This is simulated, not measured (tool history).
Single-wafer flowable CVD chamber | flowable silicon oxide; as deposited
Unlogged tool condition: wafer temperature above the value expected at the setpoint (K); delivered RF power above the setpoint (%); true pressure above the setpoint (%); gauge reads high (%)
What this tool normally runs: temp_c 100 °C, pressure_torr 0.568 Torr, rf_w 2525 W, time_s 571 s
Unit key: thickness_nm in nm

run	day	temp_c	pressure_torr	rf_w	time_s	wafers since the last listed run	hours since the last thermocouple change	hours since the last RF generator calibration	hours since the last manometer calibration	hours since the showerhead was replaced	hours since the gauge calibration	read-back reference wafer on the same gauge, thickness_nm	thickness_nm
1	0.000	100	0.568	2525	571	0	895.0	661.0	1556.8	2395.9	302.6	260.949	203.136
2	0.529	100	0.568	2525	571	44	907.7	673.7	1569.5	2408.6	315.3	260.638	205.170
3	1.217	100	0.568	2525	571	57	924.2	690.2	1586.0	2425.1	331.8	260.650	202.252
4	1.467	100	0.619	2525	619	20	930.2	696.2	1592.0	2431.1	337.8	261.190	238.734
5	2.146	100	0.619	2525	619	56	946.5	712.5	1608.3	2447.4	354.1	260.939	239.035
6	2.546	100	0.568	2525	571	33	956.1	722.1	1617.9	2457.0	363.7	261.283	203.609
7	3.112	100	0.568	2525	571	47	969.7	735.7	1631.5	2470.6	377.3	261.431	202.468
# day 3.458: capacitance manometer re-zeroed and calibrated
8	3.512	100	0.568	2525	571	5	979.3	745.3	1.3	2480.2	386.9	260.822	218.441
9	3.829	100	0.568	2525	571	26	986.9	752.9	8.9	2487.8	394.5	261.329	217.137
# day 4.312: gauge calibrated
10	4.988	100	0.568	2525	571	97	1014.7	780.7	36.7	2515.6	16.2	260.828	215.578
11	6.608	100	0.568	2525	656	135	1053.6	819.6	75.6	2554.5	55.1	261.209	245.277
# day 7.946: thermocouple changed; heater temperature recalibrated
# day 8.238: showerhead replaced
12	8.258	100	0.676	2525	460	86	7.5	859.2	115.2	0.5	94.7	261.144	223.966
13	10.104	100	0.439	2525	680	154	51.8	903.5	159.5	44.8	139.0	261.097	211.907
14	10.400	105	0.568	2525	651	24	58.9	910.6	166.6	51.9	146.1	260.539	225.440
15	11.100	100	0.705	2525	632	58	75.7	927.4	183.4	68.7	162.9	261.196	316.632
16	11.492	100	0.518	2990	571	32	85.1	936.8	192.8	78.1	172.3	260.886	212.207
17	12.229	100	0.568	2525	654	61	102.8	954.5	210.5	95.8	190.0	260.950	260.894
# day 12.675: RF generator calibrated
18	12.875	88	0.461	2525	638	26	118.3	4.8	226.0	111.3	205.5	261.111	295.133
19	13.525	100	0.568	2955	571	54	133.9	20.4	241.6	126.9	221.1	261.062	231.124
20	13.958	91	0.696	2965	607	36	144.3	30.8	252.0	137.3	231.5	260.635	388.123
21	14.333	100	0.568	2525	571	31	153.3	39.8	261.0	146.3	240.5	260.853	228.267
22	14.804	100	0.568	3020	612	39	164.6	51.1	272.3	157.6	251.8	260.799	245.205
23	15.550	100	0.568	2525	571	62	182.5	69.0	290.2	175.5	269.7	260.898	226.884
24	16.175	100	0.568	2525	571	52	197.5	84.0	305.2	190.5	284.7	261.174	227.223
25	16.808	100	0.568	2525	571	53	212.7	99.2	320.4	205.7	299.9	260.960	225.371
26	17.421	105	0.532	2525	571	51	227.4	113.9	335.1	220.4	314.6	261.009	182.249

The next listed run, before its measurement:
27	17.717	100	0.654	2525	622	24	234.5	121.0	342.2	227.5	321.7	?	?

Run 27 yielded read-back reference wafer on the same gauge, thickness_nm 260.712, thickness_nm 284.273 nm.
The same run, on a tool lacking any hidden state, would have yielded thickness_nm 294.424 nm.
